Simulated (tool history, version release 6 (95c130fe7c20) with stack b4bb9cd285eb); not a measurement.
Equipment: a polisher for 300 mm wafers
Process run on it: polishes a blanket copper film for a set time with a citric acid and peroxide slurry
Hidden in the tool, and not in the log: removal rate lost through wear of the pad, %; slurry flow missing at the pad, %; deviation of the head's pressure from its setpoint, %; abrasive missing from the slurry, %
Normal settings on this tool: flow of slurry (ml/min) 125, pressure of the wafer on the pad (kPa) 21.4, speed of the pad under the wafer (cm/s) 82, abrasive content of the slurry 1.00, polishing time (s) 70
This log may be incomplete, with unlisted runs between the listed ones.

run     day  flow of slurry (ml/min)  pressure of the wafer on the pad (kPa)  speed of the pad under the wafer (cm/s)  abrasive content of the slurry  polishing time (s)  wafers since the last listed run  wafers polished on this pad  hours since the slurry nozzle was cleaned  hours since the head pressure was calibrated  hours since the slurry blender was calibrated  incoming thickness of the incoming film, nm  film removed (angstrom)
  1   0.000                      105                                    21.4                                       82                            1.00                  70                                 0                         2721                                      238.9                                           7.3                                          122.9                                        925.6                     1018
      3.771  -- worn pad replaced by a new one
  2   3.792                      135                                    21.4                                       82                            1.00                  70                               482                            2                                      329.9                                          98.3                                          213.9                                        931.0                     1058
  3   7.325                      135                                    21.4                                       82                            1.00                  70                               470                          472                                      414.7                                         183.1                                          298.7                                        910.5                     1045
      8.979  -- slurry nozzle cleaned
  4  11.671                      135                                    21.4                                       82                            1.00                  70                               572                         1045                                       64.6                                         287.4                                          403.0                                        936.1                     1042
  5  13.242                      125                                    21.4                                       82                            1.00                  70                               208                         1254                                      102.3                                         325.1                                          440.7                                        936.6                     1005
     14.196  -- slurry blender recalibrated
  6  16.071                      125                                    21.4                                       82                            1.00                  70                               365                         1619                                      170.2                                         393.0                                           45.0                                        939.6                     1032
  7  17.617                      125                                    21.4                                       82                            1.00                  70                               205                         1825                                      207.3                                         430.1                                           82.1                                        911.6                     1039
  8  21.258                      125                                    21.4                                       82                            1.00                  70                               484                         2309                                      294.7                                         517.5                                          169.5                                        929.5                     1041
  9  23.225                      125                                    21.4                                       82                            1.00                  70                               261                         2571                                      341.9                                         564.7                                          216.7                                        930.3                     1038
     24.175  -- head pressure recalibrated
     24.688  -- worn pad replaced by a new one
 10  25.354                      125                                    21.4                                       82                            1.00                  70                               249                           88                                      393.0                                          28.3                                          267.8                                        925.2                     1030
     27.192  -- slurry nozzle cleaned
 11  28.404                      125                                    21.4                                       82                            1.00                  70                               400                          488                                       29.1                                         101.5                                          341.0                                        914.3                     1035
 12  31.112                      125                                    21.4                                       82                            1.00                  70                               360                          849                                       94.1                                         166.5                                          406.0                                        924.0                     1015
 13  32.721                       85                                    21.4                                       82                            1.00                  70                               213                         1062                                      132.7                                         205.1                                          444.6                                        934.9                      942
     36.525  -- slurry blender recalibrated
 14  36.571                      125                                    13.8                                       82                            1.00                  52                               501                         1564                                      225.1                                         297.5                                            1.1                                        935.7                      504
 15  40.658                      125                                    26.2                                       82                            1.00                  70                               543                         2107                                      323.2                                         395.6                                           99.2                                        911.6                     1264
 16  42.425                      125                                    21.4                                       82                            1.10                  70                               235                         2342                                      365.6                                         438.0                                          141.6                                        920.0                     1089
     44.650  -- worn pad replaced by a new one
 17  45.871                      125                                    21.4                                       82                            1.00                  70                               436                          162                                      448.3                                         520.7                                          224.3                                        916.6                     1030
     47.525  -- head pressure recalibrated
 18  47.683                      125                                    21.4                                       82                            1.00                  70                               230                          392                                      491.8                                           3.8                                          267.8                                        916.0                     1035
     50.354  -- slurry nozzle cleaned
 19  50.567                      125                                    21.4                                       82                            1.00                  70                               378                          770                                        5.1                                          73.0                                          337.0                                        912.6                     1015
 20  54.829                      160                                    14.5                                       64                            0.75                  70                               567                         1337                                      107.4                                         175.3                                          439.3                                        903.3                      520
 21  58.129                      160                                    21.4                                       82                            1.00                  70                               438                         1776                                      186.6                                         254.5                                          518.5                                        921.0                     1031
     59.508  -- slurry blender recalibrated
 22  61.429                       95                                    14.5                                       82                            0.75                  53                               427                         2204                                      265.8                                         333.7                                           46.1                                        935.4                      467
     64.146  -- worn pad replaced by a new one
 23  64.562                      125                                    21.4                                       90                            1.00                  70                               394                           55                                      341.0                                         408.9                                          121.3                                        916.7                     1131
 24  68.517                      125                                    21.4                                       82                            1.00                  70                               526                          581                                      435.9                                         503.8                                          216.2                                        909.9                     1026
     70.025  -- slurry nozzle cleaned
 25  70.779                      125                                    21.4                                       82                            1.00                  70                               295                          876                                       18.1                                         558.1                                          270.5                                        924.1                     1027
     71.579  -- head pressure recalibrated
 26  72.779                      125                                    27.6                                       92                            0.90                  91                               254                         1131                                       66.1                                          28.8                                          318.5                                        921.0                     1820
 27  77.104                      125                                    25.5                                       82                            1.00                  70                               575                         1707                                      169.9                                         132.6                                          422.3                                        930.9                     1205
 28  81.283                      125                                    21.4                                       82                            1.00                  70                               555                         2263                                      270.2                                         232.9                                          522.6                                        927.6                      986
     82.379  -- slurry blender recalibrated
     82.475  -- worn pad replaced by a new one
 29  84.108                      125                                    19.3                                       96                            1.25                  70                               351                          217                                      338.0                                         300.7                                           41.5                                        927.8                     1168
 30  85.725                      105                                    21.4                                       72                            1.30                  70                               215                          432                                      376.8                                         339.5                                           80.3                                        910.2                      992

Predict each of these 4 candidate next runs independently; none follows another, all start after run 30:
  A  85.742                      125                                    15.2                                       82                            1.00                  70                                 2                          434                                      377.2                                         339.9                                           80.7                                        926.3                        ?
  B  85.742                      170                                    14.5                                       66                            1.00                  59                                 2                          434                                      377.2                                         339.9                                           80.7                                        926.3                        ?
  C  85.742                      125                                    23.4                                       66                            1.25                  76                                 2                          434                                      377.2                                         339.9                                           80.7                                        926.3                        ?
  D  85.742                      125                                    16.5                                      100                            1.00                  70                                 2                          434                                      377.2                                         339.9                                           80.7                                        926.3                        ?

run  film removed (angstrom)
  A                      747
  B                      524
  C                     1104
  D                      966
Had the tool no hidden state, the same runs would have come out as:
run  film removed (angstrom)
  A                      749
  B                      526
  C                     1107
  D                      970
